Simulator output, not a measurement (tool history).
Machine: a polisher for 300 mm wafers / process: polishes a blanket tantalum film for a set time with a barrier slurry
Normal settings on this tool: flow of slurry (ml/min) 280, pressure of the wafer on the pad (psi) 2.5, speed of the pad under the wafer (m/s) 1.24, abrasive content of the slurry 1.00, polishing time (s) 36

run	hour	flow of slurry (ml/min)	pressure of the wafer on the pad (psi)	speed of the pad under the wafer (m/s)	abrasive content of the slurry	polishing time (s)	incoming thickness of the incoming film, nm	film removed (nm)
1	0.0	280	2.5	1.24	1.00	39	261.5	87.2
# hour 5.9: head pressure recalibrated
2	25.5	230	2.5	1.24	1.00	36	258.4	76.4
3	63.7	230	2.5	1.24	1.00	36	259.1	76.0
# hour 89.9: worn pad replaced by a new one
4	121.8	280	2.5	1.24	1.00	36	260.9	77.4
# hour 171.9: slurry blender recalibrated
5	189.0	280	2.5	1.24	1.00	36	263.3	77.5
6	224.0	280	2.5	1.24	1.00	36	259.7	78.7
# hour 235.9: worn pad replaced by a new one
7	263.3	280	2.5	1.24	1.00	36	260.8	78.0
8	294.4	280	2.5	1.24	1.00	36	265.8	77.4
# hour 305.8: slurry nozzle cleaned
9	319.3	280	2.5	1.24	1.00	46	258.8	108.0
10	359.4	280	2.5	1.24	1.00	36	262.1	82.4
# hour 361.6: head pressure recalibrated
# hour 384.1: worn pad replaced by a new one
# hour 426.7: slurry blender recalibrated
11	430.8	210	1.9	1.12	0.80	36	262.0	51.0
12	459.7	280	1.8	1.24	1.00	36	263.3	58.5
13	485.8	280	1.9	0.82	1.00	23	262.1	25.8
14	523.0	280	3.3	1.24	1.00	36	260.9	106.5
# hour 538.5: worn pad replaced by a new one
15	556.7	210	1.6	1.24	0.85	28	259.3	35.7
16	607.9	280	2.5	1.00	0.80	45	259.8	75.3
17	656.4	280	2.5	1.24	1.00	36	261.1	79.4
# hour 667.3: worn pad replaced by a new one
18	688.6	280	2.5	1.24	1.00	36	259.5	77.2

Alternative continuations, all from the tool just after run 18; predict every row:
A	689.0	185	2.5	1.24	1.00	36	261.8	?
B	689.0	380	2.5	1.48	1.00	44	261.8	?
C	689.0	280	2.5	1.24	1.15	36	261.8	?
D	689.0	320	2.5	1.24	1.00	36	261.8	?

run	film removed (nm)
A	73.0
B	119.6
C	81.1
D	80.3
The same runs, with their run-to-run variation unchanged, on a tool lacking any hidden condition would have given:
run	film removed (nm)
A	79.4
B	124.7
C	85.8
D	84.4
